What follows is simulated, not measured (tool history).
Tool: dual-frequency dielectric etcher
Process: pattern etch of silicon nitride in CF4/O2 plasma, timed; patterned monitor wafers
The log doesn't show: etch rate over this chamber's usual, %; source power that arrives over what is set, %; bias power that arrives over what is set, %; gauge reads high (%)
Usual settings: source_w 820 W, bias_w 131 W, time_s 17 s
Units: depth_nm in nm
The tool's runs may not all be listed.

| run | hour | source_w | bias_w | time_s | wafers since the last listed run | hours since the last wet clean | hours since the last source power generator calibration | hours since the last bias power generator calibration | hours since the last upper electrode change | hours since the gauge calibration | read-back reference wafer on the same gauge, depth_nm | depth_nm |
|---|---|---|---|---|---|---|---|---|---|---|---|---|
| 1 | 0 | 920 | 151 | 17 | 0 | 157.7 | 3924.3 | 1572 | 5826.2 | 16.5 | 44.21 | 63.88 |
| 2 | 9.7 | 920 | 151 | 17 | 203 | 167.4 | 3934 | 1581.7 | 5835.9 | 26.2 | 44.08 | 63.85 |
| 3 | 17.8 | 820 | 131 | 17 | 170 | 175.5 | 3942.1 | 1589.8 | 5844 | 34.3 | 44.02 | 54.03 |
| 4 | 29.4 | 820 | 131 | 17 | 243 | 187.1 | 3953.7 | 1601.4 | 5855.6 | 45.9 | 44.13 | 53.72 |
| 5 | 35.4 | 820 | 131 | 17 | 125 | 193.1 | 3959.7 | 1607.4 | 5861.6 | 51.9 | 44.06 | 53.92 |
| 6 | 49.7 | 820 | 145 | 17 | 300 | 207.4 | 3974 | 1621.7 | 5875.9 | 66.2 | 44.07 | 55.8 |
| 7 | 80.2 | 820 | 145 | 17 | 640 | 237.9 | 4004.5 | 1652.2 | 5906.4 | 96.7 | 44.02 | 56.16 |
| 8 | 88.4 | 820 | 131 | 17 | 172 | 246.1 | 4012.7 | 1660.4 | 5914.6 | 104.9 | 44.08 | 54.85 |
| 9 | 96.6 | 820 | 131 | 17 | 172 | 254.3 | 4020.9 | 1668.6 | 5922.8 | 113.1 | 44.16 | 54.53 |
| 10 | 110.7 | 820 | 131 | 17 | 296 | 268.4 | 4035 | 1682.7 | 5936.9 | 127.2 | 43.99 | 54.46 |
| 11 | 121.2 | 820 | 117 | 13.5 | 220 | 278.9 | 4045.5 | 1693.2 | 5947.4 | 137.7 | 44.08 | 41.81 |
| 12 | 131.5 | 640 | 154 | 12.5 | 216 | 289.2 | 4055.8 | 1703.5 | 5957.7 | 148 | 44.17 | 32.28 |
|  | 148 | source power generator calibrated |
|  | 164.9 | upper electrode replaced |
|  | 166.1 | gauge calibrated |
|  | 183.1 | bias power generator calibrated |
|  | 188.3 | wet clean of the chamber |
| 13 | 188.8 | 820 | 131 | 17 | 570 | 0.5 | 40.8 | 5.7 | 23.9 | 22.7 | 44.11 | 53.13 |
| 14 | 189.1 | 820 | 131 | 20.5 | 6 | 0.8 | 41.1 | 6 | 24.2 | 23 | 44.14 | 63.73 |
| 15 | 189.5 | 820 | 131 | 15 | 8 | 1.2 | 41.5 | 6.4 | 24.6 | 23.4 | 44.09 | 47.21 |
| 16 | 189.8 | 820 | 131 | 13.5 | 6 | 1.5 | 41.8 | 6.7 | 24.9 | 23.7 | 44.13 | 42.3 |
| 17 | 196.1 | 1020 | 145 | 21 | 132 | 7.8 | 48.1 | 13 | 31.2 | 30 | 44.16 | 84.88 |
| 18 | 213.9 | 1020 | 159 | 13 | 373 | 25.6 | 65.9 | 30.8 | 49 | 47.8 | 44.11 | 54.05 |
| 19 | 228.1 | 640 | 106 | 19 | 298 | 39.8 | 80.1 | 45 | 63.2 | 62 | 44.06 | 42.61 |
| 20 | 239.3 | 820 | 146 | 17 | 235 | 51 | 91.3 | 56.2 | 74.4 | 73.2 | 44.02 | 55.23 |
| 21 | 254.1 | 820 | 131 | 17 | 310 | 65.8 | 106.1 | 71 | 89.2 | 88 | 44.04 | 53.47 |

4 ways to go on from here, each from the tool as it stands after run 21. What would each give?
| A | 254.5 | 820 | 131 | 17 | 8 | 66.2 | 106.5 | 71.4 | 89.6 | 88.4 | ? | ? |
| B | 254.5 | 670 | 131 | 20.5 | 8 | 66.2 | 106.5 | 71.4 | 89.6 | 88.4 | ? | ? |
| C | 254.5 | 990 | 164 | 12.5 | 8 | 66.2 | 106.5 | 71.4 | 89.6 | 88.4 | ? | ? |
| D | 254.5 | 820 | 131 | 21.5 | 8 | 66.2 | 106.5 | 71.4 | 89.6 | 88.4 | ? | ? |

| run | read-back reference wafer on the same gauge, depth_nm | depth_nm |
|---|---|---|
| A | 44.17 | 53.63 |
| B | 44.17 | 51.97 |
| C | 44.17 | 51.39 |
| D | 44.17 | 67.82 |
Without the tool's hidden state the same runs would have given:
| run | depth_nm |
|---|---|
| A | 53.4 |
| B | 51.75 |
| C | 51.17 |
| D | 67.53 |
